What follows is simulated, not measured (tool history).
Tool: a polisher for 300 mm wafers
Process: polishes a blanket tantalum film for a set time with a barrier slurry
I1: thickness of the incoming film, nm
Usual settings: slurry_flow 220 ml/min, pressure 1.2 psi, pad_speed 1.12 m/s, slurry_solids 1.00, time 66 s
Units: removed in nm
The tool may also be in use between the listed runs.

{"run": 1, "hour": 0.0, "slurry_flow": 220, "pressure": 1.2, "pad_speed": 1.2, "slurry_solids": 1.0, "time": 66, "I1": 213.4, "removed": 82.8}
{"hour": 27.7, "done": "slurry blender recalibrated"}
{"run": 2, "hour": 58.0, "slurry_flow": 220, "pressure": 1.2, "pad_speed": 1.2, "slurry_solids": 1.0, "time": 66, "I1": 212.2, "removed": 83.6}
{"hour": 78.6, "done": "worn pad replaced by a new one"}
{"run": 3, "hour": 79.1, "slurry_flow": 220, "pressure": 1.2, "pad_speed": 1.2, "slurry_solids": 1.0, "time": 66, "I1": 210.7, "removed": 85.0}
{"run": 4, "hour": 107.1, "slurry_flow": 195, "pressure": 1.4, "pad_speed": 1.12, "slurry_solids": 1.0, "time": 66, "I1": 212.7, "removed": 86.7}
{"run": 5, "hour": 137.1, "slurry_flow": 195, "pressure": 1.4, "pad_speed": 1.12, "slurry_solids": 1.0, "time": 66, "I1": 210.7, "removed": 90.6}
{"run": 6, "hour": 165.5, "slurry_flow": 195, "pressure": 1.4, "pad_speed": 1.12, "slurry_solids": 1.0, "time": 66, "I1": 214.1, "removed": 89.2}
{"run": 7, "hour": 242.3, "slurry_flow": 220, "pressure": 1.2, "pad_speed": 1.12, "slurry_solids": 1.0, "time": 66, "I1": 211.7, "removed": 79.1}
{"run": 8, "hour": 256.4, "slurry_flow": 220, "pressure": 1.2, "pad_speed": 1.12, "slurry_solids": 1.0, "time": 66, "I1": 208.3, "removed": 78.5}
{"hour": 261.9, "done": "worn pad replaced by a new one"}
{"run": 9, "hour": 346.7, "slurry_flow": 220, "pressure": 1.2, "pad_speed": 1.12, "slurry_solids": 1.0, "time": 66, "I1": 212.2, "removed": 81.3}
{"run": 10, "hour": 371.9, "slurry_flow": 220, "pressure": 1.2, "pad_speed": 1.24, "slurry_solids": 1.0, "time": 66, "I1": 214.8, "removed": 89.9}
{"run": 11, "hour": 386.1, "slurry_flow": 220, "pressure": 1.2, "pad_speed": 1.24, "slurry_solids": 1.0, "time": 66, "I1": 209.4, "removed": 89.8}
{"run": 12, "hour": 421.7, "slurry_flow": 220, "pressure": 1.2, "pad_speed": 1.24, "slurry_solids": 1.0, "time": 66, "I1": 210.0, "removed": 91.6}
{"hour": 439.5, "done": "slurry blender recalibrated"}
{"hour": 439.6, "done": "slurry nozzle cleaned"}
{"run": 13, "hour": 440.0, "slurry_flow": 235, "pressure": 1.2, "pad_speed": 1.12, "slurry_solids": 1.0, "time": 66, "I1": 209.7, "removed": 84.0}
{"hour": 454.3, "done": "worn pad replaced by a new one"}
{"run": 14, "hour": 467.8, "slurry_flow": 250, "pressure": 1.2, "pad_speed": 1.12, "slurry_solids": 1.0, "time": 66, "I1": 210.8, "removed": 87.2}
{"hour": 510.1, "done": "head pressure recalibrated"}
{"run": 15, "hour": 548.4, "slurry_flow": 195, "pressure": 1.4, "pad_speed": 1.12, "slurry_solids": 1.0, "time": 66, "I1": 212.7, "removed": 86.9}
{"run": 16, "hour": 565.7, "slurry_flow": 220, "pressure": 1.0, "pad_speed": 1.12, "slurry_solids": 1.2, "time": 66, "I1": 211.8, "removed": 68.5}
{"run": 17, "hour": 598.0, "slurry_flow": 195, "pressure": 1.0, "pad_speed": 1.12, "slurry_solids": 1.3, "time": 46, "I1": 205.9, "removed": 47.6}
{"run": 18, "hour": 612.2, "slurry_flow": 220, "pressure": 1.2, "pad_speed": 0.76, "slurry_solids": 0.85, "time": 66, "I1": 210.7, "removed": 50.2}
{"hour": 624.2, "done": "worn pad replaced by a new one"}
{"run": 19, "hour": 626.0, "slurry_flow": 220, "pressure": 1.2, "pad_speed": 1.12, "slurry_solids": 1.1, "time": 51, "I1": 208.8, "removed": 61.5}
{"run": 20, "hour": 640.5, "slurry_flow": 250, "pressure": 1.2, "pad_speed": 0.78, "slurry_solids": 1.0, "time": 43, "I1": 211.6, "removed": 35.3}
{"run": 21, "hour": 666.5, "slurry_flow": 220, "pressure": 1.2, "pad_speed": 1.12, "slurry_solids": 1.0, "time": 66, "I1": 208.1, "removed": 78.2}
{"run": 22, "hour": 699.6, "slurry_flow": 220, "pressure": 1.2, "pad_speed": 1.12, "slurry_solids": 0.9, "time": 66, "I1": 207.3, "removed": 76.4}
{"run": 23, "hour": 715.8, "slurry_flow": 220, "pressure": 1.2, "pad_speed": 1.2, "slurry_solids": 1.0, "time": 66, "I1": 211.4, "removed": 86.1}
{"run": 24, "hour": 739.0, "slurry_flow": 200, "pressure": 1.2, "pad_speed": 1.12, "slurry_solids": 0.85, "time": 77, "I1": 209.2, "removed": 88.2}
{"run": 25, "hour": 769.4, "slurry_flow": 220, "pressure": 1.2, "pad_speed": 1.12, "slurry_solids": 1.0, "time": 66, "I1": 211.5, "removed": 79.5}
{"run": 26, "hour": 781.6, "slurry_flow": 220, "pressure": 1.2, "pad_speed": 0.92, "slurry_solids": 1.15, "time": 66, "I1": 212.0, "removed": 67.0}
{"hour": 795.6, "done": "worn pad replaced by a new one"}
{"run": 27, "hour": 802.4, "slurry_flow": 220, "pressure": 1.2, "pad_speed": 1.12, "slurry_solids": 1.0, "time": 66, "I1": 210.4, "removed": 80.3}
{"run": 28, "hour": 829.5, "slurry_flow": 275, "pressure": 0.9, "pad_speed": 1.36, "slurry_solids": 1.0, "time": 66, "I1": 211.5, "removed": 77.3}
{"hour": 841.6, "done": "slurry blender recalibrated"}
{"run": 29, "hour": 842.7, "slurry_flow": 220, "pressure": 1.2, "pad_speed": 1.12, "slurry_solids": 1.0, "time": 66, "I1": 209.9, "removed": 79.5}

The same runs without the tool's hidden state, with the same run-to-run variation:
The hidden state here: removal rate lost through wear of the pad, %; slurry flow missing at the pad, %; deviation of the head's pressure from its setpoint, %; abrasive missing from the slurry, %.
run=1 removed=82.9
run=2 removed=83.5
run=3 removed=84.8
run=4 removed=86.3
run=5 removed=89.9
run=6 removed=88.3
run=7 removed=77.5
run=8 removed=76.8
run=9 removed=78.3
run=10 removed=86.1
run=11 removed=85.8
run=12 removed=86.8
run=13 removed=79.3
run=14 removed=81.7
run=15 removed=86.7
run=16 removed=68.3
run=17 removed=47.4
run=18 removed=50.0
run=19 removed=61.2
run=20 removed=35.1
run=21 removed=77.5
run=22 removed=75.6
run=23 removed=85.0
run=24 removed=86.9
run=25 removed=78.1
run=26 removed=65.6
run=27 removed=78.5
run=28 removed=75.2
run=29 removed=77.2

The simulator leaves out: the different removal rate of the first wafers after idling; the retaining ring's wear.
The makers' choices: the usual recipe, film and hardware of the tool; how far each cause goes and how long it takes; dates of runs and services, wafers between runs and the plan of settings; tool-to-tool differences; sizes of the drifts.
